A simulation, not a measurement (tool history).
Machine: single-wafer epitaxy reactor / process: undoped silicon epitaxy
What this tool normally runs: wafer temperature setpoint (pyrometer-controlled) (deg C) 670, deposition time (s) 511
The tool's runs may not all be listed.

| run | day | wafer temperature setpoint (pyrometer-controlled) (deg C) | deposition time (s) | wafers since the last listed run | hours since the last pyrometer calibration | hours since the gauge calibration | read-back reference wafer on the same gauge, thickness_nm | mean film thickness on the monitor wafer (nm) |
|---|---|---|---|---|---|---|---|---|
| 1 | 0.000 | 665 | 511 | 0 | 1549.2 | 30.6 | 141.003 | 121.720 |
| 2 | 0.617 | 665 | 511 | 71 | 1564.0 | 45.4 | 141.074 | 121.964 |
| 3 | 1.162 | 665 | 511 | 63 | 1577.1 | 58.5 | 140.513 | 122.923 |
| 4 | 2.042 | 670 | 511 | 102 | 1598.2 | 79.6 | 141.178 | 136.655 |
| 5 | 2.350 | 670 | 511 | 35 | 1605.6 | 87.0 | 140.832 | 136.556 |
| 6 | 3.088 | 670 | 511 | 85 | 1623.3 | 104.7 | 141.321 | 135.371 |
| 7 | 4.425 | 670 | 511 | 155 | 1655.4 | 136.8 | 141.063 | 136.821 |
| 8 | 4.862 | 670 | 511 | 50 | 1665.9 | 147.3 | 141.068 | 136.127 |
| 9 | 5.292 | 670 | 511 | 49 | 1676.2 | 157.6 | 141.065 | 135.099 |
| 10 | 5.846 | 670 | 511 | 64 | 1689.5 | 170.9 | 141.290 | 135.621 |
| 11 | 6.558 | 670 | 511 | 82 | 1706.6 | 188.0 | 140.875 | 137.316 |
| 12 | 7.088 | 670 | 511 | 61 | 1719.3 | 200.7 | 141.011 | 135.512 |
|  | 7.712 | gauge calibrated |
| 13 | 7.729 | 670 | 511 | 74 | 1734.7 | 0.4 | 141.132 | 135.972 |
| 14 | 8.288 | 664 | 546 | 64 | 1748.1 | 13.8 | 141.029 | 127.751 |
| 15 | 8.971 | 664 | 546 | 79 | 1764.5 | 30.2 | 141.315 | 128.418 |
| 16 | 9.542 | 659 | 560 | 66 | 1778.2 | 43.9 | 140.891 | 117.195 |
| 17 | 9.842 | 659 | 560 | 34 | 1785.4 | 51.1 | 140.932 | 116.960 |
|  | 10.521 | pyrometer calibrated |
| 18 | 10.542 | 670 | 511 | 42 | 0.5 | 67.9 | 140.915 | 123.855 |
| 19 | 11.325 | 670 | 511 | 91 | 19.3 | 86.7 | 141.054 | 123.015 |
| 20 | 12.033 | 663 | 423 | 82 | 36.3 | 103.7 | 141.187 | 88.248 |
| 21 | 12.608 | 676 | 567 | 66 | 50.1 | 117.5 | 141.301 | 156.314 |
| 22 | 13.321 | 670 | 609 | 82 | 67.2 | 134.6 | 140.882 | 148.212 |
| 23 | 13.838 | 670 | 583 | 60 | 79.6 | 147.0 | 141.064 | 143.140 |
| 24 | 14.404 | 658 | 511 | 65 | 93.2 | 160.6 | 141.070 | 96.417 |
| 25 | 15.092 | 676 | 567 | 79 | 109.7 | 177.1 | 140.784 | 158.110 |
| 26 | 15.671 | 659 | 456 | 67 | 123.6 | 191.0 | 141.363 | 87.945 |
| 27 | 16.275 | 684 | 453 | 70 | 138.1 | 205.5 | 140.978 | 150.883 |
| 28 | 16.542 | 677 | 466 | 30 | 144.5 | 211.9 | 141.236 | 133.196 |
| 29 | 17.000 | 681 | 568 | 53 | 155.5 | 222.9 | 140.863 | 177.906 |
| 30 | 17.625 | 670 | 579 | 72 | 170.5 | 237.9 | 141.095 | 142.691 |
| 31 | 18.050 | 681 | 511 | 49 | 180.7 | 248.1 | 141.234 | 159.515 |
| 32 | 18.396 | 670 | 511 | 40 | 189.0 | 256.4 | 140.679 | 126.907 |
| 33 | 18.692 | 670 | 511 | 34 | 196.1 | 263.5 | 141.163 | 126.345 |
|  | 19.033 | gauge calibrated |
| 34 | 19.338 | 670 | 511 | 75 | 211.6 | 7.3 | 141.248 | 126.342 |

Describe how what the log doesn't record of the tool's condition differs between the last listed run preceding each entry between runs and the first listed run following it.
Between runs 12 and 13: gauge calibrated (day 7.712)
  wafer temperature above the value expected at the setpoint (K): 4.06 -> 4.07
  measured less the result without the state, mean film thickness on the monitor wafer (nm): +11.335 -> +11.388
Between runs 17 and 18: pyrometer calibrated (day 10.521)
  wafer temperature above the value expected at the setpoint (K): 4.09 -> -0.426
  measured less the result without the state, mean film thickness on the monitor wafer (nm): +10.064 -> -1.145
Between runs 33 and 34: gauge calibrated (day 19.033)
  wafer temperature above the value expected at the setpoint (K): 0.754 -> 0.832
  measured less the result without the state, mean film thickness on the monitor wafer (nm): +2.040 -> +2.247

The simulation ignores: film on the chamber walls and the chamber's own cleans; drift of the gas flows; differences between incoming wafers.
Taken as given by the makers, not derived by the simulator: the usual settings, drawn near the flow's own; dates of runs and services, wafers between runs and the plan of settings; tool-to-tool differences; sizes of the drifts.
